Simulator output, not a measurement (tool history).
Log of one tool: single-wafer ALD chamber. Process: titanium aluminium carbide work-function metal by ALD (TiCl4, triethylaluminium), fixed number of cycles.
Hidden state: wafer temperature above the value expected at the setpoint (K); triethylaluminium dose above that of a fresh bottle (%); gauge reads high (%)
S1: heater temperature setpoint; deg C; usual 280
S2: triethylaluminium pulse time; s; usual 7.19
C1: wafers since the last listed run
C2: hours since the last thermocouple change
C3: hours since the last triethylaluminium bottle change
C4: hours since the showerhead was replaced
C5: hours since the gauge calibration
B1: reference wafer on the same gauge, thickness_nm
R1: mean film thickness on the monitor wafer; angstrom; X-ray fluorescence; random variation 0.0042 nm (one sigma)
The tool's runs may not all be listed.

{"run": 1, "hour": 0.0, "S1": 280, "S2": 7.19, "C1": 0, "C2": 2709.9, "C3": 787.1, "C4": 7433.3, "C5": 343.9, "B1": 1.81, "R1": 18.32}
{"run": 2, "hour": 34.8, "S1": 280, "S2": 7.19, "C1": 324, "C2": 2744.7, "C3": 821.9, "C4": 7468.1, "C5": 378.7, "B1": 1.81, "R1": 18.16}
{"run": 3, "hour": 72.5, "S1": 280, "S2": 7.19, "C1": 351, "C2": 2782.4, "C3": 859.6, "C4": 7505.8, "C5": 416.4, "B1": 1.81, "R1": 18.31}
{"run": 4, "hour": 100.6, "S1": 269, "S2": 8.26, "C1": 261, "C2": 2810.5, "C3": 887.7, "C4": 7533.9, "C5": 444.5, "B1": 1.811, "R1": 17.61}
{"run": 5, "hour": 135.8, "S1": 269, "S2": 8.26, "C1": 327, "C2": 2845.7, "C3": 922.9, "C4": 7569.1, "C5": 479.7, "B1": 1.81, "R1": 17.55}
{"run": 6, "hour": 167.6, "S1": 280, "S2": 7.19, "C1": 296, "C2": 2877.5, "C3": 954.7, "C4": 7600.9, "C5": 511.5, "B1": 1.809, "R1": 18.26}
{"run": 7, "hour": 193.9, "S1": 280, "S2": 7.19, "C1": 245, "C2": 2903.8, "C3": 981, "C4": 7627.2, "C5": 537.8, "B1": 1.811, "R1": 18.21}
{"run": 8, "hour": 259.3, "S1": 272, "S2": 7.19, "C1": 609, "C2": 2969.2, "C3": 1046.4, "C4": 7692.6, "C5": 603.2, "B1": 1.809, "R1": 17.47}
{"hour": 273.6, "done": "showerhead replaced"}
{"run": 9, "hour": 330.3, "S1": 280, "S2": 7.19, "C1": 586, "C2": 3040.2, "C3": 1117.4, "C4": 56.7, "C5": 674.2, "B1": 1.811, "R1": 18.26}
{"run": 10, "hour": 379.3, "S1": 270, "S2": 7.19, "C1": 456, "C2": 3089.2, "C3": 1166.4, "C4": 105.7, "C5": 723.2, "B1": 1.811, "R1": 17.4}
{"hour": 415.5, "done": "triethylaluminium bottle replaced"}
{"run": 11, "hour": 427.7, "S1": 275, "S2": 9.63, "C1": 376, "C2": 3137.6, "C3": 12.2, "C4": 154.1, "C5": 771.6, "B1": 1.81, "R1": 18.46}
{"run": 12, "hour": 455.1, "S1": 292, "S2": 4.93, "C1": 255, "C2": 3165, "C3": 39.6, "C4": 181.5, "C5": 799, "B1": 1.81, "R1": 18.15}
{"hour": 501.0, "done": "thermocouple changed; heater temperature recalibrated"}
{"run": 13, "hour": 514.5, "S1": 290, "S2": 5.84, "C1": 478, "C2": 13.5, "C3": 99, "C4": 240.9, "C5": 858.4, "B1": 1.81, "R1": 18.5}
{"run": 14, "hour": 584.9, "S1": 292, "S2": 8, "C1": 655, "C2": 83.9, "C3": 169.4, "C4": 311.3, "C5": 928.8, "B1": 1.812, "R1": 19.79}
{"hour": 589.9, "done": "gauge calibrated"}
{"run": 15, "hour": 626.7, "S1": 272, "S2": 7.19, "C1": 389, "C2": 125.7, "C3": 211.2, "C4": 353.1, "C5": 36.8, "B1": 1.81, "R1": 17.46}
{"run": 16, "hour": 691.9, "S1": 269, "S2": 5.62, "C1": 607, "C2": 190.9, "C3": 276.4, "C4": 418.3, "C5": 102, "B1": 1.81, "R1": 16.54}
{"run": 17, "hour": 816.5, "S1": 280, "S2": 7.19, "C1": 1160, "C2": 315.5, "C3": 401, "C4": 542.9, "C5": 226.6, "B1": 1.811, "R1": 18.33}

Forecast each of these 3 alternatives for the next run:
{"run": "A", "hour": 816.9, "S1": 280, "S2": 7.19, "C1": 3, "C2": 315.9, "C3": 401.4, "C4": 543.3, "C5": 227, "B1": "?", "R1": "?"}
{"run": "B", "hour": 816.9, "S1": 294, "S2": 8.02, "C1": 3, "C2": 315.9, "C3": 401.4, "C4": 543.3, "C5": 227, "B1": "?", "R1": "?"}
{"run": "C", "hour": 816.9, "S1": 268, "S2": 6.12, "C1": 3, "C2": 315.9, "C3": 401.4, "C4": 543.3, "C5": 227, "B1": "?", "R1": "?"}

run=A B1=1.811 R1=18.25
run=B B1=1.811 R1=19.95
run=C B1=1.811 R1=16.62
Without the tool's hidden state the same runs would have given:
run=A R1=18.25
run=B R1=19.95
run=C R1=16.62

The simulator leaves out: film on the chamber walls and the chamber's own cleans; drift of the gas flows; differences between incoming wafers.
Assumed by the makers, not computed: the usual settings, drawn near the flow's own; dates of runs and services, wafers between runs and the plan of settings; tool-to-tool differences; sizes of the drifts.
